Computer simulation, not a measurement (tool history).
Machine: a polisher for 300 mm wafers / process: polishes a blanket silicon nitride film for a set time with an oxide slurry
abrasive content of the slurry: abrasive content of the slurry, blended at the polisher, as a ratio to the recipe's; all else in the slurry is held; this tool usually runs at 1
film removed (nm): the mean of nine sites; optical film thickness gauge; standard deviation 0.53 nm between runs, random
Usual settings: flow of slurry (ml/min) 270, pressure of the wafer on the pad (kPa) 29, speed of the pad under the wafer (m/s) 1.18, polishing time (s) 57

| run | hour | flow of slurry (ml/min) | pressure of the wafer on the pad (kPa) | speed of the pad under the wafer (m/s) | abrasive content of the slurry | polishing time (s) | wafers since the last listed run | wafers polished on this pad | hours since the slurry nozzle was cleaned | hours since the head pressure was calibrated | hours since the slurry blender was calibrated | hours since the conditioning disc was replaced | incoming thickness of the incoming film, nm | film removed (nm) |
|---|---|---|---|---|---|---|---|---|---|---|---|---|---|---|
| 1 | 0 | 325 | 29 | 1.18 | 1 | 57 | 0 | 1721 | 201.9 | 279.4 | 271.3 | 94.2 | 603.4 | 56 |
| 2 | 70 | 325 | 29 | 1.18 | 1 | 57 | 449 | 2170 | 271.9 | 349.4 | 341.3 | 164.2 | 595.9 | 55.5 |
| 3 | 139.8 | 270 | 29 | 1.18 | 1 | 57 | 447 | 2618 | 341.7 | 419.2 | 411.1 | 234 | 604.6 | 55.8 |
|  | 167.2 | slurry blender recalibrated |
|  | 178.3 | worn pad replaced by a new one |
| 4 | 188.6 | 270 | 29 | 1.18 | 1 | 57 | 274 | 65 | 390.5 | 468 | 21.4 | 282.8 | 604.5 | 54.4 |
| 5 | 251.8 | 270 | 29 | 1.18 | 1 | 57 | 405 | 471 | 453.7 | 531.2 | 84.6 | 346 | 613.5 | 53.8 |
|  | 303.5 | conditioning disc replaced and pad reconditioned |
| 6 | 308.5 | 350 | 35.9 | 1.18 | 0.9 | 38 | 351 | 822 | 510.4 | 587.9 | 141.3 | 5 | 602 | 42.8 |
| 7 | 345.3 | 200 | 25.5 | 1.18 | 0.85 | 57 | 236 | 1058 | 547.2 | 624.7 | 178.1 | 41.8 | 600.7 | 41.7 |
| 8 | 400.3 | 270 | 29 | 1.18 | 1 | 57 | 352 | 1411 | 602.2 | 679.7 | 233.1 | 96.8 | 601.7 | 53.2 |
| 9 | 424.4 | 310 | 29 | 1.18 | 1 | 57 | 154 | 1566 | 626.3 | 703.8 | 257.2 | 120.9 | 602.6 | 52.8 |
| 10 | 491.9 | 315 | 29 | 1.18 | 1 | 57 | 433 | 1999 | 693.8 | 771.3 | 324.7 | 188.4 | 607 | 53.5 |
|  | 500.3 | slurry nozzle cleaned |
|  | 530.4 | worn pad replaced by a new one |
| 11 | 542.6 | 270 | 29 | 1.3 | 0.85 | 57 | 293 | 78 | 42.3 | 822 | 375.4 | 239.1 | 612.9 | 52 |
| 12 | 592.8 | 270 | 29 | 1.18 | 1 | 57 | 322 | 400 | 92.5 | 872.2 | 425.6 | 289.3 | 593.5 | 53 |
| 13 | 624.8 | 270 | 23.4 | 1.58 | 1 | 44 | 205 | 605 | 124.5 | 904.2 | 457.6 | 321.3 | 607.7 | 41.5 |
|  | 660.6 | slurry blender recalibrated |
|  | 673.3 | head pressure recalibrated |
|  | 683.4 | conditioning disc replaced and pad reconditioned |
| 14 | 691.6 | 270 | 29 | 0.94 | 1 | 57 | 390 | 995 | 191.3 | 18.3 | 31 | 8.2 | 607.9 | 47.7 |
| 15 | 737.2 | 270 | 29 | 1.18 | 1 | 57 | 292 | 1288 | 236.9 | 63.9 | 76.6 | 53.8 | 597.2 | 56.7 |
| 16 | 764.4 | 270 | 29 | 0.98 | 1 | 41 | 174 | 1462 | 264.1 | 91.1 | 103.8 | 81 | 597.5 | 34.8 |
| 17 | 816 | 270 | 29 | 1.18 | 1 | 57 | 331 | 1794 | 315.7 | 142.7 | 155.4 | 132.6 | 595.8 | 56.2 |
| 18 | 868.2 | 320 | 22.8 | 1.44 | 1 | 57 | 334 | 2129 | 367.9 | 194.9 | 207.6 | 184.8 | 599 | 52.2 |
| 19 | 900.9 | 320 | 29 | 1.18 | 1 | 57 | 209 | 2338 | 400.6 | 227.6 | 240.3 | 217.5 | 605 | 56.8 |
| 20 | 959.4 | 205 | 22.8 | 1.18 | 1 | 57 | 375 | 2714 | 459.1 | 286.1 | 298.8 | 276 | 604.2 | 41.9 |
|  | 976.3 | worn pad replaced by a new one |
| 21 | 996.1 | 180 | 29 | 1.18 | 1 | 57 | 209 | 127 | 495.8 | 322.8 | 335.5 | 312.7 | 603.8 | 52.7 |
|  | 1040.6 | conditioning disc replaced and pad reconditioned |
|  | 1052.6 | slurry nozzle cleaned |
| 22 | 1058.4 | 270 | 33.1 | 1.18 | 0.75 | 57 | 380 | 507 | 5.8 | 385.1 | 397.8 | 17.8 | 604.9 | 52.4 |
|  | 1086.8 | slurry blender recalibrated |
| 23 | 1105.1 | 240 | 29 | 1.18 | 1 | 44 | 286 | 794 | 52.5 | 431.8 | 18.3 | 64.5 | 592.3 | 41.5 |
| 24 | 1221.1 | 270 | 29 | 1.18 | 1 | 57 | 744 | 1539 | 168.5 | 547.8 | 134.3 | 180.5 | 604.7 | 53.4 |
| 25 | 1250 | 185 | 29 | 0.82 | 1 | 57 | 185 | 1724 | 197.4 | 576.7 | 163.2 | 209.4 | 606.3 | 38.9 |
| 26 | 1299.4 | 270 | 24.8 | 1.18 | 1 | 57 | 317 | 2041 | 246.8 | 626.1 | 212.6 | 258.8 | 604.5 | 45.6 |

Here are 3 independent what-if runs from the current tool condition. What would each one return?
| A | 1299.8 | 270 | 29 | 1.18 | 1 | 57 | 2 | 2044 | 247.2 | 626.5 | 213 | 259.2 | 601.2 | ? |
| B | 1299.8 | 270 | 31.7 | 1.46 | 1.25 | 77 | 2 | 2044 | 247.2 | 626.5 | 213 | 259.2 | 601.2 | ? |
| C | 1299.8 | 270 | 29 | 1.18 | 0.75 | 57 | 2 | 2044 | 247.2 | 626.5 | 213 | 259.2 | 601.2 | ? |

| run | film removed (nm) |
|---|---|
| A | 53.5 |
| B | 104.9 |
| C | 44.6 |
With no hidden state in the tool, these same runs would have given:
| run | film removed (nm) |
|---|---|
| A | 56.1 |
| B | 110.2 |
| C | 46.8 |

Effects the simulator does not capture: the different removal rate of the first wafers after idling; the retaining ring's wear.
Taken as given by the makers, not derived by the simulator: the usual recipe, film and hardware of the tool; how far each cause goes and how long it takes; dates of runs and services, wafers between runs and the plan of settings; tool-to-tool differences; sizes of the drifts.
